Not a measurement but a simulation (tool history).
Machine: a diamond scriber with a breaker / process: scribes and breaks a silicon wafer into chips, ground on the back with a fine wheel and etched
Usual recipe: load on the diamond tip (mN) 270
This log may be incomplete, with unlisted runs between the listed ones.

run,hour,load on the diamond tip (mN),"incoming depth of the damage left on the back of the incoming wafer, um",depth of the median crack under the scribed line (um),chips rejected at inspection after the break (%)
1,0.0,270,0.73,6.36,7.48
2,65.3,270,0.76,6.47,7.84
3,94.1,270,0.60,6.44,7.53
4,132.8,270,0.51,6.26,8.16
5,176.4,270,0.53,6.36,8.04
# hour 217.8: diamond tip replaced by a new one
6,238.8,246,0.67,6.78,2.08
# hour 250.3: load on the tip recalibrated
7,299.6,241,0.49,6.88,3.13
8,342.9,247,0.56,6.84,3.90
9,407.1,208,0.34,6.13,9.23
10,463.9,321,0.75,7.36,1.40
11,492.0,208,0.60,6.06,10.34
12,523.9,270,0.40,6.76,3.94
13,550.4,270,0.59,6.71,3.90
14,597.0,205,0.58,5.94,13.13

What if the next run were any one of these 4? Each begins from the tool's condition after run 14:
A,597.6,212,0.35,?,?
B,597.6,315,0.35,?,?
C,597.6,330,0.35,?,?
D,597.6,216,0.35,?,?

run,depth of the median crack under the scribed line (um),chips rejected at inspection after the break (%)
A,6.00,11.18
B,6.99,1.81
C,7.13,1.45
D,6.04,10.56
With the hidden condition removed and each run's random variation left untouched, the same runs would have given:
run,depth of the median crack under the scribed line (um),chips rejected at inspection after the break (%)
A,6.67,3.49
B,7.77,2.35
C,7.93,3.11
D,6.71,3.18
